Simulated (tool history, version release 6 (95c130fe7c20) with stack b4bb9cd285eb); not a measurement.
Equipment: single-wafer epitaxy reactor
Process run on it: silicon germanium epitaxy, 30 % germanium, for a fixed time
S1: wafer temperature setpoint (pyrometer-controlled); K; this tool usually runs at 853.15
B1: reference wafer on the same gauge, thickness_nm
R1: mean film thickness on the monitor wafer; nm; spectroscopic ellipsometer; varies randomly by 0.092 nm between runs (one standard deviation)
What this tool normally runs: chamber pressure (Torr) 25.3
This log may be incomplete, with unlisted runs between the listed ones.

{"run": 1, "day": 0.0, "S1": 853.15, "chamber pressure (Torr)": 25.3, "B1": 43.357, "R1": 42.138}
{"run": 2, "day": 1.75, "S1": 853.15, "chamber pressure (Torr)": 27.1, "B1": 43.275, "R1": 43.984}
{"day": 2.538, "done": "capacitance manometer re-zeroed and calibrated"}
{"run": 3, "day": 4.375, "S1": 853.15, "chamber pressure (Torr)": 25.3, "B1": 43.319, "R1": 42.05}
{"run": 4, "day": 7.112, "S1": 853.15, "chamber pressure (Torr)": 25.3, "B1": 43.309, "R1": 42.064}
{"run": 5, "day": 9.562, "S1": 853.15, "chamber pressure (Torr)": 25.3, "B1": 43.27, "R1": 42.185}
{"run": 6, "day": 11.504, "S1": 861.15, "chamber pressure (Torr)": 25.3, "B1": 43.261, "R1": 48.031}
{"day": 12.738, "done": "gauge calibrated"}
{"run": 7, "day": 12.938, "S1": 861.15, "chamber pressure (Torr)": 25.3, "B1": 43.349, "R1": 48.101}
{"run": 8, "day": 15.35, "S1": 853.15, "chamber pressure (Torr)": 28.9, "B1": 43.299, "R1": 45.59}
{"run": 9, "day": 18.079, "S1": 865.15, "chamber pressure (Torr)": 26.8, "B1": 43.339, "R1": 53.412}
{"run": 10, "day": 20.954, "S1": 865.15, "chamber pressure (Torr)": 26.8, "B1": 43.302, "R1": 53.206}
{"run": 11, "day": 22.238, "S1": 865.15, "chamber pressure (Torr)": 26.8, "B1": 43.316, "R1": 53.377}
{"run": 12, "day": 24.592, "S1": 853.15, "chamber pressure (Torr)": 25.3, "B1": 43.266, "R1": 42.027}
{"run": 13, "day": 25.708, "S1": 853.15, "chamber pressure (Torr)": 25.3, "B1": 43.247, "R1": 42.067}
{"run": 14, "day": 27.646, "S1": 849.15, "chamber pressure (Torr)": 25.3, "B1": 43.27, "R1": 39.412}
{"run": 15, "day": 29.371, "S1": 860.15, "chamber pressure (Torr)": 27.3, "B1": 43.314, "R1": 49.694}
{"run": 16, "day": 31.162, "S1": 860.15, "chamber pressure (Torr)": 25.3, "B1": 43.312, "R1": 47.237}
{"day": 32.242, "done": "pyrometer calibrated"}
{"run": 17, "day": 33.121, "S1": 858.15, "chamber pressure (Torr)": 21.7, "B1": 43.252, "R1": 41.373}
{"day": 35.321, "done": "showerhead replaced"}
{"run": 18, "day": 35.342, "S1": 858.15, "chamber pressure (Torr)": 30.2, "B1": 43.28, "R1": 51.05}
{"run": 19, "day": 37.946, "S1": 843.15, "chamber pressure (Torr)": 25.3, "B1": 43.313, "R1": 35.605}
{"day": 40.046, "done": "capacitance manometer re-zeroed and calibrated"}
{"day": 43.838, "done": "gauge calibrated"}
{"run": 20, "day": 45.504, "S1": 846.15, "chamber pressure (Torr)": 31.6, "B1": 43.326, "R1": 42.5}
{"run": 21, "day": 47.333, "S1": 853.15, "chamber pressure (Torr)": 21.9, "B1": 43.322, "R1": 38.285}
{"run": 22, "day": 48.35, "S1": 846.15, "chamber pressure (Torr)": 25.3, "B1": 43.335, "R1": 37.289}
{"run": 23, "day": 50.9, "S1": 853.15, "chamber pressure (Torr)": 25.3, "B1": 43.236, "R1": 42.138}
{"run": 24, "day": 53.221, "S1": 853.15, "chamber pressure (Torr)": 25.3, "B1": 43.273, "R1": 42.258}
{"run": 25, "day": 59.662, "S1": 857.15, "chamber pressure (Torr)": 19.0, "B1": 43.321, "R1": 36.587}

What if the next run were any one of these 4? Each begins from the tool's condition after run 25:
{"run": "A", "day": 59.679, "S1": 853.15, "chamber pressure (Torr)": 25.3, "B1": "?", "R1": "?"}
{"run": "B", "day": 59.679, "S1": 839.15, "chamber pressure (Torr)": 25.3, "B1": "?", "R1": "?"}
{"run": "C", "day": 59.679, "S1": 840.15, "chamber pressure (Torr)": 19.1, "B1": "?", "R1": "?"}
{"run": "D", "day": 59.679, "S1": 853.15, "chamber pressure (Torr)": 23.4, "B1": "?", "R1": "?"}

run=A B1=43.300 R1=41.894
run=B B1=43.300 R1=32.982
run=C B1=43.300 R1=27.501
run=D B1=43.300 R1=39.803
Without the tool's unlogged condition, the same runs would have read:
run=A R1=41.894
run=B R1=32.982
run=C R1=27.501
run=D R1=39.803

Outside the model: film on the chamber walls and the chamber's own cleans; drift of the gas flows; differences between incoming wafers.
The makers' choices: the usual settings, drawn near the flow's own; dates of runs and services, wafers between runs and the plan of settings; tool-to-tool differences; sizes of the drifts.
